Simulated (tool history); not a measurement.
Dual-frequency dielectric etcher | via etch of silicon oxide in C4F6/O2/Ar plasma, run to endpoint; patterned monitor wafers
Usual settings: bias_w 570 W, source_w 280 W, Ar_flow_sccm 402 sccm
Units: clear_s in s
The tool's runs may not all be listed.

run	day	bias_w	source_w	Ar_flow_sccm	incoming incoming film thickness, nm	clear_s
1	0	570	280	402	117.7	27
# day 1.521: wet clean of the chamber
2	4.275	570	280	402	117.2	27.7
3	8.546	570	280	402	118	27.8
4	11.162	570	280	402	116	27.2
5	15.058	570	280	402	117.3	27
# day 17.617: upper electrode replaced
6	19.488	570	280	402	116.8	26.9
7	21.675	570	280	402	117.7	27.3
# day 23.221: wet clean of the chamber
8	23.383	570	280	402	118.7	26.2
# day 25.862: Ar flow controller replaced
9	26.35	570	220	402	116.6	29.4
# day 28.579: bias power generator calibrated
# day 30.383: wet clean of the chamber, repeated, since the last time left the tool worse
10	30.404	570	350	402	116.4	25
11	31.992	570	280	402	116.4	27.6
# day 32.642: source power generator calibrated
12	33.962	524	250	346	117.1	29.2
13	37.871	570	280	402	116.5	27.4
14	40.158	570	330	402	116.8	25.2
15	43.212	616	280	402	117.1	26.8
16	45.379	695	250	402	116.9	27.9

Forecast each of these 4 alternatives for the next run:
A	45.396	570	280	402	115.7	?
B	45.396	434	280	402	115.7	?
C	45.396	570	250	402	115.7	?
D	45.396	453	300	488	115.7	?

run	clear_s
A	26.7
B	28.2
C	28.4
D	27.7
Without the tool's hidden state the same runs would have given:
run	clear_s
A	27.1
B	28.6
C	28.8
D	28.1

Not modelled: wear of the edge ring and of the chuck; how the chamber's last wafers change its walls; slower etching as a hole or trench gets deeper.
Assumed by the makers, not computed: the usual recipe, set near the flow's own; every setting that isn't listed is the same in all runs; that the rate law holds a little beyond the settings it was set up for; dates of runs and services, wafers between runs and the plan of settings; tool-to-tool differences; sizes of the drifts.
